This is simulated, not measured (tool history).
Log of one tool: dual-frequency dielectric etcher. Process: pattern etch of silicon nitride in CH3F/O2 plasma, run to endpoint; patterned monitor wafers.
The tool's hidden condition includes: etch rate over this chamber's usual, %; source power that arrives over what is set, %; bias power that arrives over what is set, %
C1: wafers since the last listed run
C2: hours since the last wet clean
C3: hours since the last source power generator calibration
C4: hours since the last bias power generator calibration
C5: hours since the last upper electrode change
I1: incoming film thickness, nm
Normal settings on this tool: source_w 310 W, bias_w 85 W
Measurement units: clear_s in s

run 1 hour=0.0 | source_w=310 bias_w=85 | C1=0 C2=460.7 C3=2114.6 C4=4816.7 C5=4733.4 | I1=103.0 | clear_s=126.3
run 2 hour=6.1 | source_w=310 bias_w=85 | C1=33 C2=466.8 C3=2120.7 C4=4822.8 C5=4739.5 | I1=103.5 | clear_s=128.0
run 3 hour=17.1 | source_w=310 bias_w=85 | C1=60 C2=477.8 C3=2131.7 C4=4833.8 C5=4750.5 | I1=105.3 | clear_s=129.9
run 4 hour=30.7 | source_w=310 bias_w=85 | C1=74 C2=491.4 C3=2145.3 C4=4847.4 C5=4764.1 | I1=104.0 | clear_s=128.2
run 5 hour=36.8 | source_w=310 bias_w=85 | C1=33 C2=497.5 C3=2151.4 C4=4853.5 C5=4770.2 | I1=104.2 | clear_s=128.1
run 6 hour=45.8 | source_w=310 bias_w=85 | C1=49 C2=506.5 C3=2160.4 C4=4862.5 C5=4779.2 | I1=103.4 | clear_s=127.1
run 7 hour=54.8 | source_w=310 bias_w=85 | C1=49 C2=515.5 C3=2169.4 C4=4871.5 C5=4788.2 | I1=104.1 | clear_s=127.8
run 8 hour=66.7 | source_w=280 bias_w=85 | C1=65 C2=527.4 C3=2181.3 C4=4883.4 C5=4800.1 | I1=103.0 | clear_s=131.0
run 9 hour=80.1 | source_w=280 bias_w=85 | C1=73 C2=540.8 C3=2194.7 C4=4896.8 C5=4813.5 | I1=103.9 | clear_s=131.4
run 10 hour=92.3 | source_w=270 bias_w=70 | C1=67 C2=553.0 C3=2206.9 C4=4909.0 C5=4825.7 | I1=103.4 | clear_s=143.7
run 11 hour=109.7 | source_w=310 bias_w=85 | C1=95 C2=570.4 C3=2224.3 C4=4926.4 C5=4843.1 | I1=103.8 | clear_s=127.6
run 12 hour=125.6 | source_w=310 bias_w=85 | C1=87 C2=586.3 C3=2240.2 C4=4942.3 C5=4859.0 | I1=103.8 | clear_s=127.3
-- hour=165.3 wet clean of the chamber
run 13 hour=165.8 | source_w=310 bias_w=85 | C1=89 C2=0.5 C3=2280.4 C4=4982.5 C5=4899.2 | I1=104.0 | clear_s=133.3
run 14 hour=166.1 | source_w=310 bias_w=85 | C1=1 C2=0.8 C3=2280.7 C4=4982.8 C5=4899.5 | I1=104.5 | clear_s=134.4
run 15 hour=175.8 | source_w=310 bias_w=85 | C1=53 C2=10.5 C3=2290.4 C4=4992.5 C5=4909.2 | I1=104.6 | clear_s=134.4
run 16 hour=213.6 | source_w=310 bias_w=85 | C1=207 C2=48.3 C3=2328.2 C4=5030.3 C5=4947.0 | I1=103.8 | clear_s=133.7
-- hour=229.3 source power generator calibrated
-- hour=251.8 upper electrode replaced
-- hour=273.4 wet clean of the chamber, repeated, since the last time left the tool worse
run 17 hour=273.9 | source_w=270 bias_w=85 | C1=67 C2=0.5 C3=44.6 C4=5090.6 C5=22.1 | I1=103.9 | clear_s=134.8
run 18 hour=274.2 | source_w=240 bias_w=93 | C1=1 C2=0.8 C3=44.9 C4=5090.9 C5=22.4 | I1=103.4 | clear_s=132.6
run 19 hour=274.6 | source_w=310 bias_w=85 | C1=2 C2=1.2 C3=45.3 C4=5091.3 C5=22.8 | I1=103.8 | clear_s=130.0
run 20 hour=275.0 | source_w=260 bias_w=92 | C1=2 C2=1.6 C3=45.7 C4=5091.7 C5=23.2 | I1=103.3 | clear_s=131.5
run 21 hour=280.7 | source_w=340 bias_w=73 | C1=31 C2=7.3 C3=51.4 C4=5097.4 C5=28.9 | I1=103.4 | clear_s=134.2
run 22 hour=290.9 | source_w=270 bias_w=76 | C1=56 C2=17.5 C3=61.6 C4=5107.6 C5=39.1 | I1=102.8 | clear_s=139.8
run 23 hour=298.4 | source_w=310 bias_w=85 | C1=41 C2=25.0 C3=69.1 C4=5115.1 C5=46.6 | I1=103.9 | clear_s=129.7
run 24 hour=304.7 | source_w=310 bias_w=85 | C1=34 C2=31.3 C3=75.4 C4=5121.4 C5=52.9 | I1=104.1 | clear_s=129.4
run 25 hour=322.0 | source_w=310 bias_w=73 | C1=95 C2=48.6 C3=92.7 C4=5138.7 C5=70.2 | I1=102.4 | clear_s=135.1
-- hour=333.9 bias power generator calibrated
run 26 hour=334.4 | source_w=270 bias_w=93 | C1=46 C2=61.0 C3=105.1 C4=0.5 C5=82.6 | I1=103.3 | clear_s=129.0
run 27 hour=350.7 | source_w=310 bias_w=91 | C1=89 C2=77.3 C3=121.4 C4=16.8 C5=98.9 | I1=104.2 | clear_s=125.2
run 28 hour=356.9 | source_w=360 bias_w=85 | C1=34 C2=83.5 C3=127.6 C4=23.0 C5=105.1 | I1=103.9 | clear_s=123.2
run 29 hour=367.5 | source_w=380 bias_w=71 | C1=58 C2=94.1 C3=138.2 C4=33.6 C5=115.7 | I1=104.5 | clear_s=131.4
run 30 hour=381.7 | source_w=310 bias_w=94 | C1=78 C2=108.3 C3=152.4 C4=47.8 C5=129.9 | I1=103.3 | clear_s=122.7
run 31 hour=394.7 | source_w=260 bias_w=103 | C1=71 C2=121.3 C3=165.4 C4=60.8 C5=142.9 | I1=103.5 | clear_s=123.9
run 32 hour=406.0 | source_w=340 bias_w=73 | C1=62 C2=132.6 C3=176.7 C4=72.1 C5=154.2 | I1=104.1 | clear_s=133.4
run 33 hour=416.2 | source_w=360 bias_w=96 | C1=56 C2=142.8 C3=186.9 C4=82.3 C5=164.4 | I1=104.4 | clear_s=118.5
run 34 hour=424.6 | source_w=310 bias_w=85 | C1=46 C2=151.2 C3=195.3 C4=90.7 C5=172.8 | I1=103.3 | clear_s=129.0

5 options for the next run, each taken on its own from the tool as it stands now. Forecast them:
run A hour=425.1 | source_w=310 bias_w=75 | C1=2 C2=151.7 C3=195.8 C4=91.2 C5=173.3 | I1=102.9 | clear_s=?
run B hour=425.1 | source_w=260 bias_w=79 | C1=2 C2=151.7 C3=195.8 C4=91.2 C5=173.3 | I1=102.9 | clear_s=?
run C hour=425.1 | source_w=310 bias_w=66 | C1=2 C2=151.7 C3=195.8 C4=91.2 C5=173.3 | I1=102.9 | clear_s=?
run D hour=425.1 | source_w=310 bias_w=72 | C1=2 C2=151.7 C3=195.8 C4=91.2 C5=173.3 | I1=102.9 | clear_s=?
run E hour=425.1 | source_w=390 bias_w=95 | C1=2 C2=151.7 C3=195.8 C4=91.2 C5=173.3 | I1=102.9 | clear_s=?

run=A clear_s=134.9
run=B clear_s=138.6
run=C clear_s=142.2
run=D clear_s=137.2
run=E clear_s=114.3
Without the tool's hidden state the same runs would have given:
run=A clear_s=135.6
run=B clear_s=139.4
run=C clear_s=142.9
run=D clear_s=137.9
run=E clear_s=114.9
